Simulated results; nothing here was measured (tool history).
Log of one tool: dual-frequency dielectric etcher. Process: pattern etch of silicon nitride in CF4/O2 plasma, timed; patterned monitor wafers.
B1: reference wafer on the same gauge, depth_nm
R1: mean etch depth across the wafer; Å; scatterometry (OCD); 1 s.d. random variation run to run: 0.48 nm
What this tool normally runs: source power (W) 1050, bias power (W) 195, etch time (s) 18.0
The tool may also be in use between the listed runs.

Run 1, hour 0.0: usual settings; B1 61.9. Result: R1 731 Å.
At hour 21.9: wet clean of the chamber.
Run 2, hour 50.5: usual settings; B1 61.9. Result: R1 712 Å.
Run 3, hour 157.0: usual settings; B1 61.9. Result: R1 713 Å.
Run 4, hour 212.3: usual settings; B1 61.9. Result: R1 721 Å.
Run 5, hour 312.8: usual settings but source power (W) 1200; B1 61.8. Result: R1 816 Å.
Run 6, hour 362.8: usual settings; B1 61.9. Result: R1 731 Å.
Run 7, hour 405.3: usual settings; B1 61.9. Result: R1 726 Å.
Run 8, hour 497.7: usual settings; B1 61.9. Result: R1 734 Å.
Run 9, hour 560.9: usual settings; B1 61.9. Result: R1 737 Å.
At hour 615.3: wet clean of the chamber.
Run 10, hour 618.5: usual settings; B1 61.9. Result: R1 716 Å.
Run 11, hour 676.7: usual settings; B1 61.9. Result: R1 713 Å.
Run 12, hour 741.6: usual settings but source power (W) 880; B1 61.9. Result: R1 600 Å.
Run 13, hour 824.0: usual settings but source power (W) 880; B1 61.9. Result: R1 605 Å.
At hour 891.0: gauge calibrated.
Run 14, hour 896.3: usual settings but source power (W) 800, bias power (W) 175, etch time (s) 16.0; B1 61.9. Result: R1 477 Å.
Run 15, hour 1002.9: usual settings; B1 62.0. Result: R1 733 Å.
At hour 1068.8: source power generator calibrated.
At hour 1131.5: upper electrode replaced.
Run 16, hour 1132.0: usual settings but source power (W) 800; B1 61.9. Result: R1 566 Å.
At hour 1186.8: wet clean of the chamber.
Run 17, hour 1187.3: usual settings but source power (W) 1170; B1 61.9. Result: R1 793 Å.
At hour 1205.0: bias power generator calibrated.
Run 18, hour 1228.5: usual settings; B1 61.9. Result: R1 709 Å.
Run 19, hour 1268.0: usual settings but etch time (s) 14.5; B1 61.9. Result: R1 575 Å.
Run 20, hour 1326.1: usual settings but source power (W) 1180, bias power (W) 172, etch time (s) 15.5; B1 61.9. Result: R1 656 Å.
Run 21, hour 1422.3: usual settings but source power (W) 940, bias power (W) 180, etch time (s) 13.5; B1 61.9. Result: R1 475 Å.
Run 22, hour 1484.3: usual settings but source power (W) 820, etch time (s) 13.5; B1 61.9. Result: R1 429 Å.
Run 23, hour 1535.5: usual settings but source power (W) 890, bias power (W) 169; B1 61.9. Result: R1 596 Å.
Run 24, hour 1617.7: usual settings but etch time (s) 23.0; B1 61.9. Result: R1 938 Å.
At hour 1680.4: wet clean of the chamber.
Run 25, hour 1680.9: usual settings but source power (W) 900, bias power (W) 182, etch time (s) 23.5; B1 61.9. Result: R1 771 Å.
Run 26, hour 1727.9: usual settings but source power (W) 860, bias power (W) 226, etch time (s) 16.5; B1 61.9. Result: R1 567 Å.

Branching from run 26: 4 alternative next runs. What would each branch give?
Run A, hour 1728.3: usual settings but source power (W) 890; B1 ?. Result: R1 ?.
Run B, hour 1728.3: usual settings but source power (W) 830, bias power (W) 243, etch time (s) 21.5; B1 ?. Result: R1 ?.
Run C, hour 1728.3: usual settings but bias power (W) 236; B1 ?. Result: R1 ?.
Run D, hour 1728.3: usual settings but bias power (W) 159, etch time (s) 13.5; B1 ?. Result: R1 ?.

run    B1   R1
  A  61.8  605
  B  61.8  733
  C  61.8  764
  D  61.8  497
Had the tool no hidden state, the same runs would have come out as:
run   R1
  A  604
  B  732
  C  763
  D  496

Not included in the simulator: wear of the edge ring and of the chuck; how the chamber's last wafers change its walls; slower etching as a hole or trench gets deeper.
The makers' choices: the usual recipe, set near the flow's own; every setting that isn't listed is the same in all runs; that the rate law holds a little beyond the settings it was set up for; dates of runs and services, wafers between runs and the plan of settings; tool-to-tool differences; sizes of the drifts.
